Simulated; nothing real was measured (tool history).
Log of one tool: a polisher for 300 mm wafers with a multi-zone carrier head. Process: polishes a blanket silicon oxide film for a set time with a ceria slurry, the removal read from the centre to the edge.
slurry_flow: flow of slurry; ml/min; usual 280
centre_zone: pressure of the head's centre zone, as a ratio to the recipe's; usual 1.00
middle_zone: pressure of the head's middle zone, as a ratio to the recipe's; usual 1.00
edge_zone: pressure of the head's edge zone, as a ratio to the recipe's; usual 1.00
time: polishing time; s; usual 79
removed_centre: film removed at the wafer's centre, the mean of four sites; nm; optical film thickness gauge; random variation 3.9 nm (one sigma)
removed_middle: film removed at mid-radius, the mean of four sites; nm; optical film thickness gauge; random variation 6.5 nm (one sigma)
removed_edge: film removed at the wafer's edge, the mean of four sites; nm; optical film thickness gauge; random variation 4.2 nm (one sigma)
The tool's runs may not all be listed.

| run | hour | slurry_flow | centre_zone | middle_zone | edge_zone | time | wafers since the last listed run | wafers polished on this pad | hours since the slurry nozzle was cleaned | hours since the centre zone pressure was calibrated | hours since the edge zone pressure was calibrated | hours since the carrier head's membrane was replaced | incoming thickness of the incoming film, nm | removed_centre | removed_middle | removed_edge |
|---|---|---|---|---|---|---|---|---|---|---|---|---|---|---|---|---|
| 1 | 0.0 | 280 | 1.00 | 1.00 | 1.00 | 71 | 0 | 1091 | 279.0 | 79.0 | 58.2 | 168.0 | 1065.7 | 380.7 | 385.4 | 387.0 |
|  | 98.1 | worn pad replaced by a new one |
| 2 | 103.9 | 220 | 1.08 | 1.00 | 1.00 | 79 | 802 | 46 | 382.9 | 182.9 | 162.1 | 271.9 | 1089.0 | 433.6 | 404.4 | 419.6 |
| 3 | 117.5 | 220 | 1.00 | 1.00 | 1.00 | 79 | 109 | 155 | 396.5 | 196.5 | 175.7 | 285.5 | 1078.7 | 400.5 | 415.3 | 417.8 |
| 4 | 138.2 | 280 | 1.00 | 1.00 | 1.00 | 79 | 166 | 321 | 417.2 | 217.2 | 196.4 | 306.2 | 1062.2 | 422.2 | 434.1 | 442.9 |
| 5 | 163.9 | 280 | 1.00 | 1.10 | 1.00 | 57 | 206 | 528 | 442.9 | 242.9 | 222.1 | 331.9 | 1100.7 | 306.3 | 326.8 | 307.5 |
| 6 | 177.8 | 280 | 1.00 | 1.00 | 1.00 | 79 | 111 | 640 | 456.8 | 256.8 | 236.0 | 345.8 | 1065.9 | 417.7 | 436.9 | 423.8 |
| 7 | 209.1 | 280 | 1.00 | 1.00 | 1.05 | 93 | 251 | 891 | 488.1 | 288.1 | 267.3 | 377.1 | 1085.1 | 495.3 | 501.0 | 514.9 |
| 8 | 260.1 | 280 | 1.00 | 1.00 | 1.00 | 79 | 409 | 1301 | 539.1 | 339.1 | 318.3 | 428.1 | 1071.4 | 410.1 | 418.9 | 417.5 |
| 9 | 279.3 | 240 | 1.00 | 1.00 | 1.00 | 79 | 154 | 1456 | 558.3 | 358.3 | 337.5 | 447.3 | 1100.1 | 384.8 | 408.8 | 410.6 |
| 10 | 295.3 | 280 | 0.95 | 1.00 | 1.00 | 65 | 128 | 1584 | 574.3 | 374.3 | 353.5 | 463.3 | 1075.2 | 314.3 | 335.0 | 333.7 |
| 11 | 315.8 | 280 | 1.00 | 1.00 | 1.00 | 79 | 164 | 1749 | 594.8 | 394.8 | 374.0 | 483.8 | 1097.1 | 396.4 | 407.6 | 412.7 |
| 12 | 335.7 | 280 | 1.00 | 1.11 | 1.00 | 79 | 159 | 1909 | 614.7 | 414.7 | 393.9 | 503.7 | 1064.3 | 401.1 | 444.2 | 411.8 |
|  | 345.1 | edge zone pressure recalibrated |
| 13 | 356.0 | 280 | 1.00 | 1.00 | 1.00 | 79 | 147 | 2056 | 635.0 | 435.0 | 10.9 | 524.0 | 1088.0 | 399.0 | 405.6 | 402.9 |
|  | 375.1 | slurry nozzle cleaned |
|  | 380.9 | worn pad replaced by a new one |
| 14 | 386.1 | 255 | 1.05 | 1.00 | 1.00 | 79 | 201 | 41 | 11.0 | 465.1 | 41.0 | 554.1 | 1076.2 | 468.1 | 469.3 | 448.5 |
| 15 | 405.9 | 280 | 1.00 | 1.00 | 1.00 | 67 | 159 | 201 | 30.8 | 484.9 | 60.8 | 573.9 | 1070.4 | 375.7 | 398.6 | 382.4 |
| 16 | 419.4 | 340 | 1.00 | 0.91 | 0.96 | 79 | 108 | 309 | 44.3 | 498.4 | 74.3 | 587.4 | 1080.1 | 456.1 | 424.4 | 442.7 |
| 17 | 501.3 | 240 | 1.00 | 1.00 | 1.00 | 79 | 658 | 967 | 126.2 | 580.3 | 156.2 | 669.3 | 1084.4 | 418.1 | 431.4 | 420.9 |
| 18 | 535.8 | 280 | 1.00 | 1.00 | 1.00 | 79 | 277 | 1245 | 160.7 | 614.8 | 190.7 | 703.8 | 1074.7 | 424.4 | 426.4 | 432.9 |
| 19 | 570.4 | 255 | 1.05 | 1.00 | 1.00 | 79 | 278 | 1523 | 195.3 | 649.4 | 225.3 | 738.4 | 1088.4 | 427.7 | 401.5 | 412.0 |
| 20 | 603.3 | 280 | 1.00 | 1.00 | 1.00 | 79 | 264 | 1787 | 228.2 | 682.3 | 258.2 | 771.3 | 1076.8 | 406.9 | 415.8 | 415.5 |
|  | 609.7 | worn pad replaced by a new one |
| 21 | 620.7 | 350 | 1.00 | 1.08 | 1.00 | 79 | 107 | 88 | 245.6 | 699.7 | 275.6 | 788.7 | 1067.3 | 447.0 | 486.2 | 453.5 |
| 22 | 656.0 | 225 | 1.05 | 1.11 | 1.00 | 56 | 283 | 372 | 280.9 | 735.0 | 310.9 | 824.0 | 1074.2 | 296.9 | 316.2 | 298.6 |
| 23 | 687.1 | 210 | 0.95 | 1.00 | 1.09 | 79 | 249 | 622 | 312.0 | 766.1 | 342.0 | 855.1 | 1064.4 | 365.4 | 398.7 | 425.2 |

3 ways to go on from here, each from the tool as it stands after run 23. What would each give?
| A | 687.5 | 280 | 1.12 | 1.00 | 1.00 | 79 | 3 | 625 | 312.4 | 766.5 | 342.4 | 855.5 | 1092.5 | ? | ? | ? |
| B | 687.5 | 280 | 1.00 | 0.94 | 1.07 | 79 | 3 | 625 | 312.4 | 766.5 | 342.4 | 855.5 | 1092.5 | ? | ? | ? |
| C | 687.5 | 280 | 0.88 | 1.00 | 0.91 | 103 | 3 | 625 | 312.4 | 766.5 | 342.4 | 855.5 | 1092.5 | ? | ? | ? |

| run | removed_centre | removed_middle | removed_edge |
|---|---|---|---|
| A | 466.4 | 421.3 | 420.5 |
| B | 415.9 | 400.1 | 435.1 |
| C | 476.9 | 550.0 | 524.4 |
Without the tool's hidden state the same runs would have given:
| run | removed_centre | removed_middle | removed_edge |
|---|---|---|---|
| A | 517.5 | 463.7 | 454.3 |
| B | 461.5 | 440.4 | 470.0 |
| C | 529.2 | 605.4 | 566.5 |
